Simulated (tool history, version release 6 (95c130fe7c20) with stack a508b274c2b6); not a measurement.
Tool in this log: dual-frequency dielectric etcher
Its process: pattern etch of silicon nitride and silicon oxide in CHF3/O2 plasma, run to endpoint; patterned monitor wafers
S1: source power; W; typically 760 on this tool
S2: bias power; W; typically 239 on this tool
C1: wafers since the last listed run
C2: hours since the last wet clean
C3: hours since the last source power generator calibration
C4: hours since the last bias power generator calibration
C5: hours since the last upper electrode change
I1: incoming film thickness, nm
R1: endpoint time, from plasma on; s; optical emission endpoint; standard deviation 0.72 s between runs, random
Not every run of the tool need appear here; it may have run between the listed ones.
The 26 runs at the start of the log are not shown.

run,hour,S1,S2,C1,C2,C3,C4,C5,I1,R1
27,1810.8,640,290,846,360.7,480.5,636.7,368.8,257.9,145.9
28,1849.3,630,271,407,399.2,519,675.2,407.3,262.5,150.8
29,1905.6,850,201,595,455.5,575.3,731.5,463.6,258.6,143
30,1953,690,189,501,502.9,622.7,778.9,511,260.5,156.1
# hour 2049.4: wet clean of the chamber
31,2050.2,760,239,774,0.8,719.9,876.1,608.2,263.3,139.8
32,2152,620,239,1077,102.6,821.7,977.9,710,261.2,148.8
33,2352,650,289,2116,302.6,1021.7,1177.9,910,260.1,143.3
34,2404,640,200,550,354.6,1073.7,1229.9,962,261.2,157.9

Each row is a separate what-if for the run after 34, all from the same tool condition, not one after another. Results?
A,2404.5,760,239,5,355.1,1074.2,1230.4,962.5,260.9,?
B,2404.5,840,239,5,355.1,1074.2,1230.4,962.5,260.9,?
C,2404.5,650,268,5,355.1,1074.2,1230.4,962.5,260.9,?

run,R1
A,142.5
B,137.6
C,146.9
What these runs would have given with no unlogged condition in the tool:
run,R1
A,137.5
B,132.7
C,141.7
